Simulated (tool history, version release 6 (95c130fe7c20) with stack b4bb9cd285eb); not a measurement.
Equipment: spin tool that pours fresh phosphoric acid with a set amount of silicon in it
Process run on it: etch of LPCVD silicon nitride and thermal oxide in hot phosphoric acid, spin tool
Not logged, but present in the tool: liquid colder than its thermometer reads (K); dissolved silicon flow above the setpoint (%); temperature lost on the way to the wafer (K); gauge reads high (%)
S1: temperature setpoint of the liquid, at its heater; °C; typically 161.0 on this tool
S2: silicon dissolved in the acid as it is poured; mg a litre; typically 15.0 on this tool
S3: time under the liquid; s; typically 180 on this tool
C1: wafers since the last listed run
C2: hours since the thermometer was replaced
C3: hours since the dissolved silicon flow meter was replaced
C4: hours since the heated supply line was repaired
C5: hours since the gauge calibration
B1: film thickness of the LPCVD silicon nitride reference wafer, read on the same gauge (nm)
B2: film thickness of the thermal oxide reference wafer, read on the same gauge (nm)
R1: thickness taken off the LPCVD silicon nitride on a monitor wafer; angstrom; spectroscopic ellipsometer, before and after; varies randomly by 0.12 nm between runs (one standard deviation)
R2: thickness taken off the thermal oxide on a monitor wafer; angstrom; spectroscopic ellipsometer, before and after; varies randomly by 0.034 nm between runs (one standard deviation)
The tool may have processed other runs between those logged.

run	hour	S1	S2	S3	C1	C2	C3	C4	C5	B1	B2	R1	R2
1	0.0	161.0	15.0	180	0	746.3	2222.8	3944.1	553.6	110.00	70.020	188.6	3.42
2	48.2	161.0	15.0	210	284	794.5	2271.0	3992.3	601.8	110.00	69.989	215.8	3.86
3	63.1	158.5	15.0	245	87	809.4	2285.9	4007.2	616.7	109.96	70.017	233.7	3.42
4	70.7	159.5	15.0	225	44	817.0	2293.5	4014.8	624.3	110.01	70.003	223.1	3.79
5	79.6	158.5	23.5	245	52	825.9	2302.4	4023.7	633.2	109.99	70.023	231.4	3.16
6	88.7	161.0	15.0	95	53	835.0	2311.5	4032.8	642.3	110.00	70.017	99.1	1.61
# hour 90.5: thermometer replaced
7	102.6	161.0	15.0	145	76	12.1	2325.4	4046.7	656.2	109.99	69.976	157.9	3.34
8	115.6	161.0	15.0	105	76	25.1	2338.4	4059.7	669.2	109.96	70.010	114.0	1.93
# hour 117.4: dissolved silicon flow meter replaced
9	123.8	162.5	25.5	275	42	33.3	6.4	4067.9	677.4	110.01	70.000	312.9	4.63
10	140.7	161.0	23.0	85	99	50.2	23.3	4084.8	694.3	109.96	70.003	92.3	1.04
# hour 166.8: gauge calibrated
11	185.1	159.5	7.0	215	261	94.6	67.7	4129.2	18.3	109.99	70.018	221.9	4.47
12	192.5	161.0	19.5	75	43	102.0	75.1	4136.6	25.7	110.01	70.007	81.3	1.16
# hour 202.5: heated supply line repaired
13	239.1	160.0	15.0	180	268	148.6	121.7	36.6	72.3	110.00	69.984	186.9	2.79
14	249.0	159.0	15.0	180	58	158.5	131.6	46.5	82.2	109.97	70.020	180.9	3.37
15	264.8	159.5	15.0	130	93	174.3	147.4	62.3	98.0	110.01	69.997	133.7	2.25
16	272.6	160.0	23.5	85	45	182.1	155.2	70.1	105.8	109.99	69.987	89.0	1.10
17	286.2	158.5	10.5	260	80	195.7	168.8	83.7	119.4	110.00	70.004	259.0	4.17
18	299.3	162.5	10.0	180	77	208.8	181.9	96.8	132.5	109.99	70.007	203.6	3.65
19	314.0	161.0	15.0	180	86	223.5	196.6	111.5	147.2	110.04	69.990	192.4	3.44
20	328.3	161.0	15.0	180	84	237.8	210.9	125.8	161.5	110.03	69.976	194.1	3.35
21	342.6	159.0	7.5	140	84	252.1	225.2	140.1	175.8	109.97	70.003	140.9	2.64

State the hidden condition of the tool at each of the runs:
dissolved silicon flow above the setpoint (%): 0 in every run
temperature lost on the way to the wafer (K): 0 in every run
gauge reads high (%): 0 in every run
H1: liquid colder than its thermometer reads (K)
run	H1
1	1.47
2	1.55
3	1.58
4	1.59
5	1.61
6	1.63
7	0.0869
8	0.111
9	0.126
10	0.156
11	0.237
12	0.251
13	0.336
14	0.354
15	0.383
16	0.397
17	0.422
18	0.445
19	0.472
20	0.498
21	0.524
